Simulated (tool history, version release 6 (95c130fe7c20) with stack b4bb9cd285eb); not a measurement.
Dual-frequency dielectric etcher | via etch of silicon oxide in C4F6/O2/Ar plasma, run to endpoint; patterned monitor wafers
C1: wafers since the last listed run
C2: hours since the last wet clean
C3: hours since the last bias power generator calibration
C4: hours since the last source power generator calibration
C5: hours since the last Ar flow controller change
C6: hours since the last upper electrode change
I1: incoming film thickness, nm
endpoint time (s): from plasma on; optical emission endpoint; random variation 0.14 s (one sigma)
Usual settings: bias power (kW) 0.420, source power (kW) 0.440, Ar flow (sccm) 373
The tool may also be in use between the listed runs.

{"run": 1, "day": 0.0, "bias power (kW)": 0.481, "source power (kW)": 0.44, "Ar flow (sccm)": 340, "C1": 0, "C2": 666.7, "C3": 322.2, "C4": 3597.5, "C5": 3982.6, "C6": 4663.1, "I1": 175.3, "endpoint time (s)": 38.3}
{"run": 2, "day": 1.788, "bias power (kW)": 0.475, "source power (kW)": 0.44, "Ar flow (sccm)": 373, "C1": 540, "C2": 709.6, "C3": 365.1, "C4": 3640.4, "C5": 4025.5, "C6": 4706.0, "I1": 172.9, "endpoint time (s)": 38.2}
{"day": 3.012, "done": "wet clean of the chamber"}
{"run": 3, "day": 6.221, "bias power (kW)": 0.42, "source power (kW)": 0.44, "Ar flow (sccm)": 373, "C1": 1037, "C2": 77.0, "C3": 471.5, "C4": 3746.8, "C5": 4131.9, "C6": 4812.4, "I1": 174.1, "endpoint time (s)": 40.0}
{"run": 4, "day": 9.604, "bias power (kW)": 0.42, "source power (kW)": 0.44, "Ar flow (sccm)": 373, "C1": 1022, "C2": 158.2, "C3": 552.7, "C4": 3828.0, "C5": 4213.1, "C6": 4893.6, "I1": 175.9, "endpoint time (s)": 40.8}
{"run": 5, "day": 11.862, "bias power (kW)": 0.42, "source power (kW)": 0.44, "Ar flow (sccm)": 301, "C1": 682, "C2": 212.4, "C3": 606.9, "C4": 3882.2, "C5": 4267.3, "C6": 4947.8, "I1": 176.5, "endpoint time (s)": 40.2}
{"run": 6, "day": 15.479, "bias power (kW)": 0.42, "source power (kW)": 0.38, "Ar flow (sccm)": 373, "C1": 1092, "C2": 299.2, "C3": 693.7, "C4": 3969.0, "C5": 4354.1, "C6": 5034.6, "I1": 173.3, "endpoint time (s)": 43.2}
{"run": 7, "day": 19.188, "bias power (kW)": 0.42, "source power (kW)": 0.38, "Ar flow (sccm)": 373, "C1": 1120, "C2": 388.2, "C3": 782.7, "C4": 4058.0, "C5": 4443.1, "C6": 5123.6, "I1": 175.8, "endpoint time (s)": 43.5}
{"day": 21.362, "done": "upper electrode replaced"}
{"run": 8, "day": 21.771, "bias power (kW)": 0.42, "source power (kW)": 0.52, "Ar flow (sccm)": 373, "C1": 478, "C2": 450.2, "C3": 844.7, "C4": 4120.0, "C5": 4505.1, "C6": 9.8, "I1": 173.9, "endpoint time (s)": 37.5}
{"run": 9, "day": 23.725, "bias power (kW)": 0.356, "source power (kW)": 0.36, "Ar flow (sccm)": 299, "C1": 590, "C2": 497.1, "C3": 891.6, "C4": 4166.9, "C5": 4552.0, "C6": 56.7, "I1": 173.8, "endpoint time (s)": 46.1}
{"day": 30.1, "done": "wet clean of the chamber"}
{"day": 32.446, "done": "Ar flow controller replaced"}
{"run": 10, "day": 33.758, "bias power (kW)": 0.42, "source power (kW)": 0.44, "Ar flow (sccm)": 373, "C1": 2654, "C2": 87.8, "C3": 1132.4, "C4": 4407.7, "C5": 31.5, "C6": 297.5, "I1": 175.8, "endpoint time (s)": 40.8}
{"run": 11, "day": 37.921, "bias power (kW)": 0.374, "source power (kW)": 0.44, "Ar flow (sccm)": 373, "C1": 1257, "C2": 187.7, "C3": 1232.3, "C4": 4507.6, "C5": 131.4, "C6": 397.4, "I1": 175.1, "endpoint time (s)": 42.5}
{"run": 12, "day": 51.342, "bias power (kW)": 0.318, "source power (kW)": 0.44, "Ar flow (sccm)": 373, "C1": 4055, "C2": 509.8, "C3": 1554.4, "C4": 4829.7, "C5": 453.5, "C6": 719.5, "I1": 173.8, "endpoint time (s)": 44.5}
{"run": 13, "day": 53.971, "bias power (kW)": 0.42, "source power (kW)": 0.44, "Ar flow (sccm)": 373, "C1": 794, "C2": 572.9, "C3": 1617.5, "C4": 4892.8, "C5": 516.6, "C6": 782.6, "I1": 174.1, "endpoint time (s)": 40.5}
{"day": 56.083, "done": "source power generator calibrated"}
{"run": 14, "day": 57.279, "bias power (kW)": 0.486, "source power (kW)": 0.51, "Ar flow (sccm)": 297, "C1": 949, "C2": 652.3, "C3": 1696.9, "C4": 28.7, "C5": 596.0, "C6": 862.0, "I1": 175.4, "endpoint time (s)": 35.8}
{"run": 15, "day": 59.708, "bias power (kW)": 0.383, "source power (kW)": 0.49, "Ar flow (sccm)": 420, "C1": 734, "C2": 710.6, "C3": 1755.2, "C4": 87.0, "C5": 654.3, "C6": 920.3, "I1": 173.4, "endpoint time (s)": 40.9}
{"day": 63.175, "done": "wet clean of the chamber"}
{"run": 16, "day": 65.85, "bias power (kW)": 0.344, "source power (kW)": 0.4, "Ar flow (sccm)": 306, "C1": 1553, "C2": 64.2, "C3": 1902.6, "C4": 234.4, "C5": 801.7, "C6": 1067.7, "I1": 173.8, "endpoint time (s)": 45.1}
{"day": 68.921, "done": "bias power generator calibrated"}
{"run": 17, "day": 69.271, "bias power (kW)": 0.42, "source power (kW)": 0.36, "Ar flow (sccm)": 373, "C1": 983, "C2": 146.3, "C3": 8.4, "C4": 316.5, "C5": 883.8, "C6": 1149.8, "I1": 175.6, "endpoint time (s)": 45.6}
{"run": 18, "day": 73.217, "bias power (kW)": 0.42, "source power (kW)": 0.33, "Ar flow (sccm)": 464, "C1": 1192, "C2": 241.0, "C3": 103.1, "C4": 411.2, "C5": 978.5, "C6": 1244.5, "I1": 175.1, "endpoint time (s)": 48.3}
{"run": 19, "day": 76.067, "bias power (kW)": 0.496, "source power (kW)": 0.44, "Ar flow (sccm)": 373, "C1": 861, "C2": 309.4, "C3": 171.5, "C4": 479.6, "C5": 1046.9, "C6": 1312.9, "I1": 174.6, "endpoint time (s)": 38.8}
{"run": 20, "day": 77.912, "bias power (kW)": 0.486, "source power (kW)": 0.51, "Ar flow (sccm)": 297, "C1": 557, "C2": 353.7, "C3": 215.8, "C4": 523.9, "C5": 1091.2, "C6": 1357.2, "I1": 174.2, "endpoint time (s)": 36.0}
{"run": 21, "day": 79.858, "bias power (kW)": 0.388, "source power (kW)": 0.41, "Ar flow (sccm)": 404, "C1": 587, "C2": 400.4, "C3": 262.5, "C4": 570.6, "C5": 1137.9, "C6": 1403.9, "I1": 175.0, "endpoint time (s)": 44.1}
{"run": 22, "day": 82.204, "bias power (kW)": 0.334, "source power (kW)": 0.38, "Ar flow (sccm)": 451, "C1": 708, "C2": 456.7, "C3": 318.8, "C4": 626.9, "C5": 1194.2, "C6": 1460.2, "I1": 174.6, "endpoint time (s)": 48.5}
{"day": 84.912, "done": "source power generator calibrated, repeated, since the last time left the tool worse"}
{"run": 23, "day": 85.429, "bias power (kW)": 0.45, "source power (kW)": 0.35, "Ar flow (sccm)": 373, "C1": 924, "C2": 534.1, "C3": 396.2, "C4": 12.4, "C5": 1271.6, "C6": 1537.6, "I1": 172.9, "endpoint time (s)": 43.0}
{"run": 24, "day": 87.058, "bias power (kW)": 0.338, "source power (kW)": 0.54, "Ar flow (sccm)": 373, "C1": 492, "C2": 573.2, "C3": 435.3, "C4": 51.5, "C5": 1310.7, "C6": 1576.7, "I1": 174.4, "endpoint time (s)": 39.2}
{"day": 93.667, "done": "wet clean of the chamber"}
{"run": 25, "day": 96.296, "bias power (kW)": 0.379, "source power (kW)": 0.44, "Ar flow (sccm)": 307, "C1": 2489, "C2": 63.1, "C3": 657.0, "C4": 273.2, "C5": 1532.4, "C6": 1798.4, "I1": 175.4, "endpoint time (s)": 40.8}
{"run": 26, "day": 99.379, "bias power (kW)": 0.459, "source power (kW)": 0.44, "Ar flow (sccm)": 462, "C1": 931, "C2": 137.1, "C3": 731.0, "C4": 347.2, "C5": 1606.4, "C6": 1872.4, "I1": 174.9, "endpoint time (s)": 39.6}
{"run": 27, "day": 101.271, "bias power (kW)": 0.42, "source power (kW)": 0.51, "Ar flow (sccm)": 373, "C1": 571, "C2": 182.5, "C3": 776.4, "C4": 392.6, "C5": 1651.8, "C6": 1917.8, "I1": 173.9, "endpoint time (s)": 37.0}
{"run": 28, "day": 104.283, "bias power (kW)": 0.464, "source power (kW)": 0.41, "Ar flow (sccm)": 323, "C1": 910, "C2": 254.8, "C3": 848.7, "C4": 464.9, "C5": 1724.1, "C6": 1990.1, "I1": 174.4, "endpoint time (s)": 39.5}

The next listed run, before its measurement:
{"run": 29, "day": 107.779, "bias power (kW)": 0.42, "source power (kW)": 0.44, "Ar flow (sccm)": 373, "C1": 1056, "C2": 338.7, "C3": 932.6, "C4": 548.8, "C5": 1808.0, "C6": 2074.0, "I1": 175.5, "endpoint time (s)": "?"}

Run 29 gave endpoint time (s) 40.2.
Without the tool's hidden state the same run would have given endpoint time (s) 40.2.

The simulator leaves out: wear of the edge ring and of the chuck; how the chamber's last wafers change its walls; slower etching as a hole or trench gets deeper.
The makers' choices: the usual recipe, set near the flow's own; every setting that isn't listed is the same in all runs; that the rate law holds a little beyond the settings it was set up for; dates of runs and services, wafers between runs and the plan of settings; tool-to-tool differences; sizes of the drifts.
